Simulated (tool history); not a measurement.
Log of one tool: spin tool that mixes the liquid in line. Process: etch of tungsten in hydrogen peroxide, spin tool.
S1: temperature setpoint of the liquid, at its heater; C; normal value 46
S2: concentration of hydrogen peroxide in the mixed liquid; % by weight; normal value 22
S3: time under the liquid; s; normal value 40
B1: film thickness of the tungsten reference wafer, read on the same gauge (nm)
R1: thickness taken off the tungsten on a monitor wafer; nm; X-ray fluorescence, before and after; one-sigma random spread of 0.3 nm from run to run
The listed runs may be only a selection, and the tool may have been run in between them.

run	hour	S1	S2	S3	B1	R1
1	0	46	22	45	99.9	52.95
2	90.4	46	22	45	100.22	53.39
3	181.6	51.5	22	50	100.59	83.31
4	274.7	46	22	40	101	47.45
5	342.5	46	22	40	101.22	47.24
6	448.8	46	22	40	101.68	48.18
7	542	46	22	40	102.05	48.52
8	647.6	46	22	40	102.46	48.13
# hour 662.6: peroxide flow meter replaced
9	708.8	46	22	40	102.76	48.8

Run 10 comes next. What will it give?
# hour 720.8: gauge calibrated
10	868.6	50.5	18	40	?	?

{"run 10": {"B1": 100.66, "R1": 57.1}}
Without the tool's hidden state the same run would have given R1 56.74 nm.
